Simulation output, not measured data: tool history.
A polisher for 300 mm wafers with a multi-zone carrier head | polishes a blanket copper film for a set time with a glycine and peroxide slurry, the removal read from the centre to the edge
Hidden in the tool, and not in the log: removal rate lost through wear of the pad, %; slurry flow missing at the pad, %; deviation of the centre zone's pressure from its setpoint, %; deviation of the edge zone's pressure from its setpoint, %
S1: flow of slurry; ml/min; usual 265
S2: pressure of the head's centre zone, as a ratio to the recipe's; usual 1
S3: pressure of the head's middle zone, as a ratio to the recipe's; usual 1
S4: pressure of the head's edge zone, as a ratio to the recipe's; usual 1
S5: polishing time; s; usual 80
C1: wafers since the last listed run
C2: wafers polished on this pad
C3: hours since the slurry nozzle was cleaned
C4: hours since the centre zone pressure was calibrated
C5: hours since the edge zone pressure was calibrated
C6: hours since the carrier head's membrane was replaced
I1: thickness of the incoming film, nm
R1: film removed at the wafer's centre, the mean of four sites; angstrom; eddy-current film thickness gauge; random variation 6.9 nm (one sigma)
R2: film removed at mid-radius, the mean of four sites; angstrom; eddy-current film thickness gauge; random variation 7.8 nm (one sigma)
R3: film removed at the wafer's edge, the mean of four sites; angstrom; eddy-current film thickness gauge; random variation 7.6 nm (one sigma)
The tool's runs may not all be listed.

{"run": 1, "hour": 0.0, "S1": 265, "S2": 1, "S3": 1, "S4": 1, "S5": 80, "C1": 0, "C2": 105, "C3": 271.5, "C4": 973.4, "C5": 534.3, "C6": 706.8, "I1": 1989.3, "R1": 5659, "R2": 5762, "R3": 5655}
{"run": 2, "hour": 27.3, "S1": 265, "S2": 1, "S3": 1, "S4": 1, "S5": 80, "C1": 334, "C2": 440, "C3": 298.8, "C4": 1000.7, "C5": 561.6, "C6": 734.1, "I1": 2059.2, "R1": 5467, "R2": 5725, "R3": 5455}
{"run": 3, "hour": 41.8, "S1": 265, "S2": 1, "S3": 1, "S4": 1, "S5": 80, "C1": 177, "C2": 617, "C3": 313.3, "C4": 1015.2, "C5": 576.1, "C6": 748.6, "I1": 2025.2, "R1": 5305, "R2": 5467, "R3": 5409}
{"run": 4, "hour": 70.7, "S1": 265, "S2": 1, "S3": 1, "S4": 1, "S5": 80, "C1": 353, "C2": 971, "C3": 342.2, "C4": 1044.1, "C5": 605, "C6": 777.5, "I1": 2000.7, "R1": 5184, "R2": 5273, "R3": 5188}
{"hour": 78.4, "done": "worn pad replaced by a new one"}
{"run": 5, "hour": 87.6, "S1": 265, "S2": 1, "S3": 1, "S4": 1, "S5": 80, "C1": 157, "C2": 112, "C3": 359.1, "C4": 1061, "C5": 621.9, "C6": 794.4, "I1": 2003.8, "R1": 5540, "R2": 5718, "R3": 5469}
{"run": 6, "hour": 116.4, "S1": 200, "S2": 1, "S3": 1, "S4": 1, "S5": 80, "C1": 352, "C2": 464, "C3": 387.9, "C4": 1089.8, "C5": 650.7, "C6": 823.2, "I1": 2007, "R1": 5272, "R2": 5446, "R3": 5427}
{"run": 7, "hour": 142.5, "S1": 265, "S2": 1, "S3": 1, "S4": 1, "S5": 80, "C1": 319, "C2": 784, "C3": 414, "C4": 1115.9, "C5": 676.8, "C6": 849.3, "I1": 2039.8, "R1": 5389, "R2": 5518, "R3": 5362}
{"hour": 168.5, "done": "worn pad replaced by a new one"}
{"run": 8, "hour": 170.7, "S1": 265, "S2": 1, "S3": 1, "S4": 1, "S5": 80, "C1": 296, "C2": 27, "C3": 442.2, "C4": 1144.1, "C5": 705, "C6": 877.5, "I1": 2057, "R1": 5449, "R2": 5690, "R3": 5550}
{"run": 9, "hour": 186.8, "S1": 290, "S2": 1, "S3": 1, "S4": 1.05, "S5": 80, "C1": 197, "C2": 224, "C3": 458.3, "C4": 1160.2, "C5": 721.1, "C6": 893.6, "I1": 2047, "R1": 5465, "R2": 5764, "R3": 5552}
{"run": 10, "hour": 215.9, "S1": 265, "S2": 1, "S3": 1, "S4": 1, "S5": 80, "C1": 356, "C2": 581, "C3": 487.4, "C4": 1189.3, "C5": 750.2, "C6": 922.7, "I1": 2040, "R1": 5472, "R2": 5658, "R3": 5516}
{"hour": 222.6, "done": "edge zone pressure recalibrated"}
{"run": 11, "hour": 239.7, "S1": 265, "S2": 1, "S3": 0.92, "S4": 1, "S5": 80, "C1": 266, "C2": 848, "C3": 511.2, "C4": 1213.1, "C5": 17.1, "C6": 946.5, "I1": 2040.1, "R1": 5327, "R2": 5081, "R3": 5200}
{"hour": 252.7, "done": "worn pad replaced by a new one"}
{"run": 12, "hour": 265.7, "S1": 265, "S2": 1, "S3": 1, "S4": 1, "S5": 80, "C1": 269, "C2": 159, "C3": 537.2, "C4": 1239.1, "C5": 43.1, "C6": 972.5, "I1": 2007, "R1": 5477, "R2": 5755, "R3": 5473}
{"hour": 279.5, "done": "centre zone pressure recalibrated"}
{"hour": 295.3, "done": "carrier head's membrane replaced by a new one"}
{"run": 13, "hour": 300.0, "S1": 330, "S2": 1, "S3": 1.06, "S4": 1.04, "S5": 102, "C1": 334, "C2": 493, "C3": 571.5, "C4": 20.5, "C5": 77.4, "C6": 4.7, "I1": 1990.4, "R1": 6972, "R2": 7804, "R3": 7156}
{"run": 14, "hour": 320.6, "S1": 265, "S2": 1.05, "S3": 1, "S4": 1, "S5": 106, "C1": 252, "C2": 745, "C3": 592.1, "C4": 41.1, "C5": 98, "C6": 25.3, "I1": 2048.5, "R1": 7409, "R2": 7264, "R3": 7039}
{"hour": 331.9, "done": "worn pad replaced by a new one"}
{"run": 15, "hour": 345.9, "S1": 195, "S2": 1, "S3": 1, "S4": 1, "S5": 80, "C1": 260, "C2": 171, "C3": 617.4, "C4": 66.4, "C5": 123.3, "C6": 50.6, "I1": 2022, "R1": 5336, "R2": 5552, "R3": 5659}
{"hour": 367.6, "done": "slurry nozzle cleaned"}
{"run": 16, "hour": 371.6, "S1": 265, "S2": 1, "S3": 1, "S4": 1, "S5": 80, "C1": 302, "C2": 474, "C3": 4, "C4": 92.1, "C5": 149, "C6": 76.3, "I1": 2017.5, "R1": 5559, "R2": 5529, "R3": 5483}
{"run": 17, "hour": 404.5, "S1": 265, "S2": 0.89, "S3": 1.05, "S4": 1, "S5": 98, "C1": 402, "C2": 877, "C3": 36.9, "C4": 125, "C5": 181.9, "C6": 109.2, "I1": 2033.4, "R1": 5841, "R2": 6912, "R3": 6623}
{"run": 18, "hour": 431.5, "S1": 265, "S2": 1.05, "S3": 1, "S4": 1, "S5": 80, "C1": 330, "C2": 1207, "C3": 63.9, "C4": 152, "C5": 208.9, "C6": 136.2, "I1": 2034, "R1": 5232, "R2": 5159, "R3": 5053}
{"hour": 436.4, "done": "worn pad replaced by a new one"}
{"run": 19, "hour": 461.7, "S1": 265, "S2": 1, "S3": 1, "S4": 1, "S5": 80, "C1": 320, "C2": 309, "C3": 94.1, "C4": 182.2, "C5": 239.1, "C6": 166.4, "I1": 2023.7, "R1": 5467, "R2": 5766, "R3": 5612}

5 ways to go on from here, each from the tool as it stands after run 19. What would each give?
{"run": "A", "hour": 462.1, "S1": 265, "S2": 1, "S3": 1, "S4": 1, "S5": 80, "C1": 4, "C2": 314, "C3": 94.5, "C4": 182.6, "C5": 239.5, "C6": 166.8, "I1": 2008, "R1": "?", "R2": "?", "R3": "?"}
{"run": "B", "hour": 462.1, "S1": 235, "S2": 1, "S3": 1.07, "S4": 1.09, "S5": 102, "C1": 4, "C2": 314, "C3": 94.5, "C4": 182.6, "C5": 239.5, "C6": 166.8, "I1": 2008, "R1": "?", "R2": "?", "R3": "?"}
{"run": "C", "hour": 462.1, "S1": 350, "S2": 1, "S3": 0.91, "S4": 1, "S5": 80, "C1": 4, "C2": 314, "C3": 94.5, "C4": 182.6, "C5": 239.5, "C6": 166.8, "I1": 2008, "R1": "?", "R2": "?", "R3": "?"}
{"run": "D", "hour": 462.1, "S1": 265, "S2": 0.94, "S3": 1, "S4": 0.95, "S5": 54, "C1": 4, "C2": 314, "C3": 94.5, "C4": 182.6, "C5": 239.5, "C6": 166.8, "I1": 2008, "R1": "?", "R2": "?", "R3": "?"}
{"run": "E", "hour": 462.1, "S1": 300, "S2": 1, "S3": 1, "S4": 1, "S5": 80, "C1": 4, "C2": 314, "C3": 94.5, "C4": 182.6, "C5": 239.5, "C6": 166.8, "I1": 2008, "R1": "?", "R2": "?", "R3": "?"}

run=A R1=5434 R2=5575 R3=5377
run=B R1=6852 R2=7448 R3=7090
run=C R1=5564 R2=5265 R3=5473
run=D R1=3446 R2=3764 R3=3542
run=E R1=5496 R2=5632 R3=5418
Without the tool's hidden state the same runs would have given:
run=A R1=5546 R2=5689 R3=5487
run=B R1=6992 R2=7601 R3=7236
run=C R1=5678 R2=5373 R3=5586
run=D R1=3517 R2=3842 R3=3614
run=E R1=5609 R2=5747 R3=5530

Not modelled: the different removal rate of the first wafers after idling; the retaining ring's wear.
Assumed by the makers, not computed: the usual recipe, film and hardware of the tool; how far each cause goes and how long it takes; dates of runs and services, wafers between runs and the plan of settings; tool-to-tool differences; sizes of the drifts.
